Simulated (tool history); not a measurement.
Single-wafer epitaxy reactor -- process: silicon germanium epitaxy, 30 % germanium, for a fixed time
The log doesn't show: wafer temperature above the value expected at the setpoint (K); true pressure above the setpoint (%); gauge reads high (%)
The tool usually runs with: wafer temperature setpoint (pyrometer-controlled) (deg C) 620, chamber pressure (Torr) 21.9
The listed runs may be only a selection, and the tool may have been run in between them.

run	hour	wafer temperature setpoint (pyrometer-controlled) (deg C)	chamber pressure (Torr)	wafers since the last listed run	hours since the last pyrometer calibration	hours since the last manometer calibration	hours since the showerhead was replaced	hours since the gauge calibration	read-back reference wafer on the same gauge, thickness_nm	mean film thickness on the monitor wafer (Å)
1	0	620	21.9	0	961.7	915.5	5047.5	705.6	93.703	772.5
2	88.3	620	21.9	1469	1050	1003.8	5135.8	793.9	93.696	768.75
3	190.4	626	20.5	1698	1152.1	1105.9	5237.9	896	93.711	828.74
# hour 241.4: pyrometer calibrated
4	241.9	620	21.9	723	0.5	1157.4	5289.4	947.5	93.753	779.07
5	337.7	620	21.9	1593	96.3	1253.2	5385.2	1043.3	93.735	779.03
6	382.1	610	21.9	738	140.7	1297.6	5429.6	1087.7	93.603	656.1
7	449.6	610	21.9	1122	208.2	1365.1	5497.1	1155.2	93.722	654.89
8	700	620	24.2	4165	458.6	1615.5	5747.5	1405.6	93.757	803.23
9	805	620	24.2	1746	563.6	1720.5	5852.5	1510.6	93.801	797.64
10	843.1	631	21.9	633	601.7	1758.6	5890.6	1548.7	93.641	920.19
# hour 855.7: capacitance manometer re-zeroed and calibrated
11	898	631	21.9	780	656.6	42.3	5945.5	1603.6	93.773	949.47
12	937.1	631	21.9	650	695.7	81.4	5984.6	1642.7	93.564	946.71
# hour 948.7: gauge calibrated
13	988.3	614	18.7	851	746.9	132.6	6035.8	39.6	93.564	675.96
14	1084.7	614	18.7	1603	843.3	229	6132.2	136	93.68	672.44
15	1161.9	614	18.7	1284	920.5	306.2	6209.4	213.2	93.796	668.38
16	1257.4	607	27.4	1588	1016	401.7	6304.9	308.7	93.759	678.21
17	1354.4	611	21.9	1613	1113	498.7	6401.9	405.7	93.648	664.81
18	1396.1	627	26	693	1154.7	540.4	6443.6	447.4	93.67	924.53
19	1465.4	620	26.2	1152	1224	609.7	6512.9	516.7	93.645	825.69
20	1562.5	620	21.9	1615	1321.1	706.8	6610	613.8	93.666	765.89
21	1615.9	620	21.9	888	1374.5	760.2	6663.4	667.2	93.733	773.28
22	1707.4	620	21.9	1522	1466	851.7	6754.9	758.7	93.676	767.33
# hour 1720.8: showerhead replaced
# hour 1727: pyrometer calibrated
23	1779.7	620	23.7	966	52.7	924	58.9	831	93.69	812.01
24	1841.6	624	20.3	1029	114.6	985.9	120.8	892.9	93.673	811.77
25	1910.2	620	23.5	1141	183.2	1054.5	189.4	961.5	93.842	804.81
26	1984.5	620	21.9	1236	257.5	1128.8	263.7	1035.8	93.769	779.17
27	2080.5	620	21.9	1597	353.5	1224.8	359.7	1131.8	93.755	778.81
28	2129.1	625	19.7	808	402.1	1273.4	408.3	1180.4	93.691	815.84
29	2176.4	608	26.8	786	449.4	1320.7	455.6	1227.7	93.753	684.45
30	2254	620	21.9	1291	527	1398.3	533.2	1305.3	93.607	778.33

Some steps in mean film thickness on the monitor wafer (Å), run to run, broken into two amounts with sign: the step expected even without the hidden condition (settings, incoming material, random variation), and the rest, left for the hidden condition together with whatever gauge scatter is not in both the measured and the hidden-condition-free result:
Run 3 -> 4: wafer temperature setpoint (pyrometer-controlled) (deg C) 626 -> 620, chamber pressure (Torr) 20.5 -> 21.9, pyrometer calibrated. mean film thickness on the monitor wafer (Å) -49.67: hidden state +13.68, all else -63.35.
Run 7 -> 8: wafer temperature setpoint (pyrometer-controlled) (deg C) 610 -> 620, chamber pressure (Torr) 21.9 -> 24.2. mean film thickness on the monitor wafer (Å) +148.34: hidden state -9.07, all else +157.41.
Run 10 -> 11: capacitance manometer re-zeroed and calibrated. mean film thickness on the monitor wafer (Å) +29.28: hidden state +27.88, all else +1.4.
Run 12 -> 13: wafer temperature setpoint (pyrometer-controlled) (deg C) 631 -> 614, chamber pressure (Torr) 21.9 -> 18.7, gauge calibrated. mean film thickness on the monitor wafer (Å) -270.75: hidden state +1.67, all else -272.42.
Run 17 -> 18: wafer temperature setpoint (pyrometer-controlled) (deg C) 611 -> 627, chamber pressure (Torr) 21.9 -> 26. mean film thickness on the monitor wafer (Å) +259.72: hidden state -10.33, all else +270.05.
Run 22 -> 23: chamber pressure (Torr) 21.9 -> 23.7, showerhead replaced, pyrometer calibrated. mean film thickness on the monitor wafer (Å) +44.68: hidden state +16.2, all else +28.48.
